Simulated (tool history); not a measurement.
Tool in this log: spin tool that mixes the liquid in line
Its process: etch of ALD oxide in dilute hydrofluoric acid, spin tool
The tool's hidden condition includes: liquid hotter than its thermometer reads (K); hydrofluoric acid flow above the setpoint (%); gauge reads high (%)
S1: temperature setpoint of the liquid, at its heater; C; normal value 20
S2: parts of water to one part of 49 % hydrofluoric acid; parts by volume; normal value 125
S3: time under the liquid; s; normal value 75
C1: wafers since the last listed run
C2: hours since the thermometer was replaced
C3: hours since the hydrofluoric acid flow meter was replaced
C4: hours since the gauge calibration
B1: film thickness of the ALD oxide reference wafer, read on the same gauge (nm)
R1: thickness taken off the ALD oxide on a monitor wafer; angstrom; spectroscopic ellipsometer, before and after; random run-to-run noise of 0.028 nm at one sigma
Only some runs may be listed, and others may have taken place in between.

Run 1, day 0: usual settings; C1 0; C2 1579.4; C3 1685.3; C4 137.2; B1 59.98. Result: R1 54.1 angstrom.
Run 2, day 0.392: usual settings; C1 119; C2 1588.8; C3 1694.7; C4 146.6; B1 60.01. Result: R1 54.2 angstrom.
Run 3, day 0.896: usual settings but S1 21 C; C1 153; C2 1600.9; C3 1706.8; C4 158.7; B1 59.98. Result: R1 56.5 angstrom.
Run 4, day 1.462: usual settings but S1 21 C; C1 172; C2 1614.5; C3 1720.4; C4 172.3; B1 59.99. Result: R1 56.8 angstrom.
At day 1.679: gauge calibrated.
Run 5, day 1.767: usual settings but S1 21 C; C1 92; C2 1621.8; C3 1727.7; C4 2.1; B1 60.03. Result: R1 56.7 angstrom.
Run 6, day 2.283: usual settings; C1 157; C2 1634.2; C3 1740.1; C4 14.5; B1 59.99. Result: R1 54.2 angstrom.
Run 7, day 2.958: usual settings; C1 205; C2 1650.4; C3 1756.3; C4 30.7; B1 60.01. Result: R1 54.1 angstrom.
Run 8, day 3.704: usual settings; C1 226; C2 1668.3; C3 1774.2; C4 48.6; B1 60.01. Result: R1 54.1 angstrom.
Run 9, day 4.233: usual settings; C1 160; C2 1681; C3 1786.9; C4 61.3; B1 60.01. Result: R1 54.2 angstrom.
At day 5.742: hydrofluoric acid flow meter replaced.
Run 10, day 6.108: usual settings; C1 557; C2 1726; C3 8.8; C4 106.3; B1 60.02. Result: R1 54.3 angstrom.
Run 11, day 6.767: usual settings but S1 23.5 C; C1 200; C2 1741.8; C3 24.6; C4 122.1; B1 60. Result: R1 62.9 angstrom.
Run 12, day 7.025: usual settings but S1 23 C, S2 180 parts by volume, S3 50 s; C1 78; C2 1748; C3 30.8; C4 128.3; B1 59.96. Result: R1 26.4 angstrom.
At day 7.533: gauge calibrated.
Run 13, day 7.592: usual settings but S1 23 C, S2 150 parts by volume; C1 172; C2 1761.6; C3 44.4; C4 1.4; B1 60. Result: R1 49.6 angstrom.
Run 14, day 7.908: usual settings but S3 95 s; C1 96; C2 1769.2; C3 52; C4 9; B1 59.99. Result: R1 67.9 angstrom.
Run 15, day 8.25: usual settings; C1 103; C2 1777.4; C3 60.2; C4 17.2; B1 60. Result: R1 54.6 angstrom.
Run 16, day 8.571: usual settings but S1 17 C, S2 165 parts by volume, S3 120 s; C1 97; C2 1785.1; C3 67.9; C4 24.9; B1 59.97. Result: R1 56 angstrom.
Run 17, day 8.929: usual settings; C1 109; C2 1793.7; C3 76.5; C4 33.5; B1 60. Result: R1 54.4 angstrom.
Run 18, day 9.667: usual settings but S1 18.5 C, S2 90 parts by volume, S3 110 s; C1 224; C2 1811.4; C3 94.2; C4 51.2; B1 60.02. Result: R1 107.3 angstrom.
At day 10.262: thermometer replaced.
Run 19, day 10.4: usual settings; C1 210; C2 3.3; C3 111.8; C4 68.8; B1 60.03. Result: R1 54.5 angstrom.
Run 20, day 11.221: usual settings; C1 249; C2 23; C3 131.5; C4 88.5; B1 60. Result: R1 53.9 angstrom.
Run 21, day 11.825: usual settings but S1 24.5 C, S2 105 parts by volume, S3 60 s; C1 183; C2 37.5; C3 146; C4 103; B1 59.99. Result: R1 63.2 angstrom.
Run 22, day 12.312: usual settings but S2 175 parts by volume, S3 120 s; C1 148; C2 49.2; C3 157.7; C4 114.7; B1 60.02. Result: R1 59.4 angstrom.
Run 23, day 12.829: usual settings but S3 110 s; C1 157; C2 61.6; C3 170.1; C4 127.1; B1 59.98. Result: R1 79.7 angstrom.

Each row is a separate what-if for the run after 23, all from the same tool condition, not one after another. Results?
Run A, day 12.846: usual settings; C1 5; C2 62; C3 170.5; C4 127.5; B1 ?. Result: R1 ?.
Run B, day 12.846: usual settings but S1 17 C, S3 50 s; C1 5; C2 62; C3 170.5; C4 127.5; B1 ?. Result: R1 ?.
Run C, day 12.846: usual settings but S1 18 C, S3 65 s; C1 5; C2 62; C3 170.5; C4 127.5; B1 ?. Result: R1 ?.

run     B1    R1
  A  59.99  54.1
  B  59.99  31.9
  C  59.99  43.2
Without the tool's hidden state the same runs would have given:
run    R1
  A  54.1
  B  31.9
  C  43.2
